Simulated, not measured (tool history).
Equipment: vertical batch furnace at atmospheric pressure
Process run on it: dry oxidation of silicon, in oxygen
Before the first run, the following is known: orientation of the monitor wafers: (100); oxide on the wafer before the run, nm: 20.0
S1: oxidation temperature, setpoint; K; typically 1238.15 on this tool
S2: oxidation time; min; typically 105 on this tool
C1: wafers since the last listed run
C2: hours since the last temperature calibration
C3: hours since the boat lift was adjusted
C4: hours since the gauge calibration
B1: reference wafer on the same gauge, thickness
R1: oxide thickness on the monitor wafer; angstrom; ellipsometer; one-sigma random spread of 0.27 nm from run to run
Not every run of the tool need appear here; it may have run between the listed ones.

run,hour,S1,S2,C1,C2,C3,C4,B1,R1
1,0,1221.15,105,0,3071.6,5083.6,291.5,60.7,531.5
2,20.3,1221.15,105,261,3091.9,5103.9,311.8,60.77,531.7
3,52.6,1221.15,105,416,3124.2,5136.2,344.1,60.44,531.1
4,70.3,1238.15,105,228,3141.9,5153.9,361.8,60.48,595.9
5,99.4,1238.15,105,375,3171,5183,390.9,60.41,600.7
6,128.3,1238.15,105,372,3199.9,5211.9,419.8,60.32,601.7
# hour 147.9: gauge calibrated
# hour 167.2: boat lift adjusted
7,167.7,1222.15,87,198,3239.3,0.5,19.8,61.31,490.3
8,173.6,1238.15,105,76,3245.2,6.4,25.7,61.34,604.7
9,189.9,1248.15,105,210,3261.5,22.7,42,61.43,638.6
# hour 227.7: thermocouples replaced and temperature profile calibrated
10,228.2,1246.15,62.5,184,0.5,61,80.3,61.29,476.3
11,251.6,1218.15,86.5,301,23.9,84.4,103.7,61.07,469.4
12,266.6,1238.15,105,193,38.9,99.4,118.7,61.08,603.9
13,294.4,1238.15,105,358,66.7,127.2,146.5,61.22,603
14,328,1224.15,89.5,433,100.3,160.8,180.1,61.05,505.7
15,357.6,1238.15,105,381,129.9,190.4,209.7,60.79,600.9
16,411.1,1246.15,82.5,689,183.4,243.9,263.2,60.73,545.7
17,430.9,1238.15,121,255,203.2,263.7,283,60.85,650.2

Consider 3 possible next runs. They are alternatives, not a sequence: every one starts from the tool as it was left by run 17. What does each give?
A,436.4,1238.15,105,70,208.7,269.2,288.5,?,?
B,436.4,1230.15,122.5,70,208.7,269.2,288.5,?,?
C,436.4,1238.15,143,70,208.7,269.2,288.5,?,?

run,B1,R1
A,60.86,599.2
B,60.86,622.9
C,60.86,721.5
What these runs would have given with no unlogged condition in the tool:
run,R1
A,605.5
B,629.5
C,729.1

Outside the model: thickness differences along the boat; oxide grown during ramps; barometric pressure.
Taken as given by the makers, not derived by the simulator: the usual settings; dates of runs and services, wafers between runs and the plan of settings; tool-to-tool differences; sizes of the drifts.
